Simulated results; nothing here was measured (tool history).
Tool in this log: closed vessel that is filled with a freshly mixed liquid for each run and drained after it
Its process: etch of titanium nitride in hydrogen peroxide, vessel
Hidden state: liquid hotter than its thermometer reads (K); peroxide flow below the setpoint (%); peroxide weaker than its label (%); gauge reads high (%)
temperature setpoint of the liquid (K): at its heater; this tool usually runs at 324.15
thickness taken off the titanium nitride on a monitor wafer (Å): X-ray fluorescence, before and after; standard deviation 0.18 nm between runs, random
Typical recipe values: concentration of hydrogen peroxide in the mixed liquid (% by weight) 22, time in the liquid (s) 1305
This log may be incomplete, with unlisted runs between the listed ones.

| run | hour | temperature setpoint of the liquid (K) | concentration of hydrogen peroxide in the mixed liquid (% by weight) | time in the liquid (s) | wafers since the last listed run | hours since the thermometer was replaced | hours since the peroxide flow meter was replaced | hours since the drum of peroxide was connected | hours since the gauge calibration | read-back film thickness of the titanium nitride reference wafer, read on the same gauge (nm) | thickness taken off the titanium nitride on a monitor wafer (Å) |
|---|---|---|---|---|---|---|---|---|---|---|---|
| 1 | 0 | 324.15 | 17 | 955 | 0 | 18.1 | 825 | 276.9 | 1201.3 | 127.33 | 246 |
| 2 | 206 | 324.15 | 17 | 955 | 13903 | 224.1 | 1031 | 482.9 | 1407.3 | 126.92 | 247.6 |
| 3 | 264 | 324.15 | 17 | 955 | 3914 | 282.1 | 1089 | 540.9 | 1465.3 | 126.77 | 244 |
|  | 319.6 | gauge calibrated |
| 4 | 327.6 | 324.15 | 23.5 | 1305 | 4292 | 345.7 | 1152.6 | 604.5 | 8 | 129.81 | 369 |
|  | 334.9 | new drum of peroxide connected |
| 5 | 368.8 | 324.15 | 23.5 | 1305 | 2713 | 386.9 | 1193.8 | 33.9 | 49.2 | 129.77 | 369.1 |
| 6 | 418.8 | 324.15 | 22 | 1305 | 3374 | 436.9 | 1243.8 | 83.9 | 99.2 | 129.65 | 362.6 |
| 7 | 499.2 | 324.15 | 25 | 1305 | 5426 | 517.3 | 1324.2 | 164.3 | 179.6 | 129.41 | 371.2 |
| 8 | 551.5 | 316.15 | 22 | 1305 | 3529 | 569.6 | 1376.5 | 216.6 | 231.9 | 129.35 | 198.9 |
| 9 | 652.7 | 324.15 | 26 | 785 | 6830 | 670.8 | 1477.7 | 317.8 | 333.1 | 129.11 | 223.8 |
| 10 | 740.9 | 324.15 | 26 | 785 | 5952 | 759 | 1565.9 | 406 | 421.3 | 128.88 | 224.9 |
| 11 | 829 | 324.15 | 26 | 785 | 5945 | 847.1 | 1654 | 494.1 | 509.4 | 128.74 | 225.8 |
| 12 | 891.8 | 324.15 | 22 | 1100 | 4238 | 909.9 | 1716.8 | 556.9 | 572.2 | 128.6 | 302.7 |
|  | 960.5 | thermometer replaced |
| 13 | 967.6 | 324.15 | 22 | 1100 | 5048 | 7.1 | 1792.6 | 632.7 | 648 | 128.48 | 301.9 |
| 14 | 1009.7 | 324.15 | 22 | 1100 | 2841 | 49.2 | 1834.7 | 674.8 | 690.1 | 128.4 | 303.7 |
|  | 1021.1 | new drum of peroxide connected |
| 15 | 1073.4 | 324.15 | 22 | 1675 | 4231 | 112.9 | 1898.4 | 52.3 | 753.8 | 128.22 | 458.3 |
| 16 | 1165.6 | 318.65 | 17.5 | 1305 | 6222 | 205.1 | 1990.6 | 144.5 | 846 | 128.05 | 227.4 |
| 17 | 1206.4 | 319.65 | 16 | 1565 | 2753 | 245.9 | 2031.4 | 185.3 | 886.8 | 127.96 | 288.2 |
| 18 | 1271 | 331.15 | 25 | 845 | 4359 | 310.5 | 2096 | 249.9 | 951.4 | 127.8 | 389.2 |
| 19 | 1328.3 | 324.15 | 22 | 1305 | 3867 | 367.8 | 2153.3 | 307.2 | 1008.7 | 127.69 | 354.7 |
|  | 1406.3 | peroxide flow meter replaced |
| 20 | 1411.3 | 324.15 | 22 | 1305 | 5534 | 450.8 | 5 | 390.2 | 1091.7 | 127.51 | 355.3 |
| 21 | 1495.5 | 324.15 | 26.5 | 1890 | 5682 | 535 | 89.2 | 474.4 | 1175.9 | 127.34 | 535.3 |
|  | 1663.9 | new drum of peroxide connected |
| 22 | 1760.3 | 324.15 | 22 | 1305 | 17803 | 799.8 | 354 | 96.4 | 1440.7 | 126.79 | 352.8 |
| 23 | 1832.5 | 319.65 | 25 | 1305 | 4872 | 872 | 426.2 | 168.6 | 1512.9 | 126.64 | 261.8 |
|  | 1869.9 | gauge calibrated |
| 24 | 1886.1 | 320.15 | 18 | 1305 | 3617 | 925.6 | 479.8 | 222.2 | 16.2 | 130.25 | 259 |
| 25 | 1935.9 | 327.15 | 17 | 650 | 3361 | 975.4 | 529.6 | 272 | 66 | 130.11 | 212.4 |
|  | 1972.7 | thermometer replaced |
| 26 | 2026.7 | 324.15 | 22 | 1305 | 6060 | 54 | 620.4 | 362.8 | 156.8 | 129.96 | 366.1 |
|  | 2200.3 | new drum of peroxide connected |
| 27 | 2311.7 | 331.15 | 28 | 1600 | 19167 | 339 | 905.4 | 111.4 | 441.8 | 129.41 | 762 |
| 28 | 2353.1 | 327.65 | 22 | 1620 | 2794 | 380.4 | 946.8 | 152.8 | 483.2 | 129.28 | 570 |

4 ways to go on from here, each from the tool as it stands after run 28. What would each give?
| A | 2354.1 | 324.15 | 22 | 1305 | 67 | 381.4 | 947.8 | 153.8 | 484.2 | ? | ? |
| B | 2354.1 | 315.65 | 22 | 960 | 67 | 381.4 | 947.8 | 153.8 | 484.2 | ? | ? |
| C | 2354.1 | 324.15 | 22 | 1840 | 67 | 381.4 | 947.8 | 153.8 | 484.2 | ? | ? |
| D | 2354.1 | 318.15 | 26.5 | 645 | 67 | 381.4 | 947.8 | 153.8 | 484.2 | ? | ? |

| run | read-back film thickness of the titanium nitride reference wafer, read on the same gauge (nm) | thickness taken off the titanium nitride on a monitor wafer (Å) |
|---|---|---|
| A | 129.27 | 362.7 |
| B | 129.27 | 142.6 |
| C | 129.27 | 511.4 |
| D | 129.27 | 120.4 |
Take away the tool's hidden state, keep each run's random variation, and the runs would have read:
| run | thickness taken off the titanium nitride on a monitor wafer (Å) |
|---|---|
| A | 364.8 |
| B | 143.4 |
| C | 514.3 |
| D | 121.1 |

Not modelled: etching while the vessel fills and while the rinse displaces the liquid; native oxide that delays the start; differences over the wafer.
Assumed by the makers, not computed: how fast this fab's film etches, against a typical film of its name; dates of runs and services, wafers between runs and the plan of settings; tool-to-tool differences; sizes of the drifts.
